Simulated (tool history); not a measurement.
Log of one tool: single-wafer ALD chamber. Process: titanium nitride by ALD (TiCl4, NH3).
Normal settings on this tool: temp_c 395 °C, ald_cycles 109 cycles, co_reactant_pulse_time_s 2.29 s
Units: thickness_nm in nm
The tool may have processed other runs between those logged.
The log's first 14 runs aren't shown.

run,hour,temp_c,ald_cycles,co_reactant_pulse_time_s,"read-back reference wafer on the same gauge, thickness_nm",thickness_nm
15,772.3,386,109,2.94,1.917,2.352
# hour 893.6: thermocouple changed; heater temperature recalibrated
16,952.2,395,109,1.84,1.921,2.344
17,1012.9,395,109,2.29,1.922,2.349
18,1063.8,400,124,2.29,1.925,2.687
19,1123.1,383,100,2.95,1.924,2.163
20,1173.5,395,115,1.71,1.924,2.473
21,1242.7,385,109,2.29,1.926,2.336
22,1275.8,395,109,1.8,1.926,2.339
23,1322.3,395,109,2.83,1.926,2.382
24,1355.7,395,109,2.29,1.928,2.356
25,1392,408,103,2.29,1.928,2.247
26,1432.8,395,95,3.17,1.929,2.075
27,1489.9,405,128,1.81,1.929,2.77
28,1549.5,385,109,2.88,1.929,2.359
# hour 1636.5: showerhead replaced
29,1703.9,401,91,2.29,1.93,1.987
30,1737.2,395,99,2.29,1.93,2.14
31,1770.9,389,109,2.6,1.931,2.361
32,1831.5,395,109,1.43,1.931,2.333
33,1895.8,395,109,2.29,1.931,2.376
# hour 1938.8: thermocouple changed; heater temperature recalibrated
34,1939.9,395,109,2.29,1.93,2.375
# hour 1969: gauge calibrated
35,2009.1,395,109,1.8,1.904,2.322
36,2150.7,395,95,2.96,1.912,2.053
37,2220.7,395,130,2.29,1.915,2.798
38,2254.2,405,109,2.29,1.915,2.358

5 ways to go on from here, each from the tool as it stands after run 38. What would each give?
A,2254.9,395,109,2.29,?,?
B,2254.9,409,90,1.56,?,?
C,2254.9,388,129,3.19,?,?
D,2254.9,395,102,2.61,?,?
E,2254.9,403,128,3.06,?,?

run,"read-back reference wafer on the same gauge, thickness_nm",thickness_nm
A,1.914,2.34
B,1.914,1.928
C,1.914,2.784
D,1.914,2.198
E,1.914,2.78
Had the tool no hidden state, the same runs would have come out as:
run,thickness_nm
A,2.322
B,1.913
C,2.762
D,2.181
E,2.759

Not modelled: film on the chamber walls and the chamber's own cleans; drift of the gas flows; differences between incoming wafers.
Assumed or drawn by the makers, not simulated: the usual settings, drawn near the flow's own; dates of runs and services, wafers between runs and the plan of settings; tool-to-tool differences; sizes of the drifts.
